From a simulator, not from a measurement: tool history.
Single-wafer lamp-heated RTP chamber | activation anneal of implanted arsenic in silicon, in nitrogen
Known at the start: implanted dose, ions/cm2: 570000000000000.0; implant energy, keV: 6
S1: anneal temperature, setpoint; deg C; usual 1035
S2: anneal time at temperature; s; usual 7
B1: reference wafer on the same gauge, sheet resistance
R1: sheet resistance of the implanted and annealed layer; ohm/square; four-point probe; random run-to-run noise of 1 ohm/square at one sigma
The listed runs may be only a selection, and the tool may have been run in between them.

run   hour    S1  S2      B1      R1
  1    0.0  1048   7  263.93  213.61
  2   34.9  1048   7  263.93  215.86
      63.0  -- pyrometer window cleaned and pyrometer calibrated
  3   92.0  1035   8  263.96  219.26
  4  117.7  1035   8  264.16  216.66
  5  173.7  1035   7  264.26  217.96
     218.3  -- pyrometer window cleaned and pyrometer calibrated
  6  242.1  1035   7  263.99  218.46
     247.4  -- gauge calibrated
     317.9  -- reflector plate cleaned
  7  318.4  1035   7  263.85  221.58
     355.2  -- pyrometer window cleaned and pyrometer calibrated
  8  377.2  1035   7  263.72  221.24
  9  426.1  1035  11  263.99  210.98
 10  475.0  1057   5  263.95  218.08
     502.6  -- pyrometer window cleaned and pyrometer calibrated
 11  543.7  1014   9  264.01  224.36
 12  577.3  1056   8  263.83  205.11
 13  635.8  1053  11  264.13  201.24

Run 14, settings as shown, results not yet in. Your forecast:
     654.2  -- reflector plate cleaned
     676.2  -- pyrometer window cleaned and pyrometer calibrated
 14  689.4  1014  10   ?   ?

B1: 263.77
R1: 223.69 ohm/square
Were there no unlogged condition in the tool, this run, its random variation unchanged, would have produced R1 224.47 ohm/square.
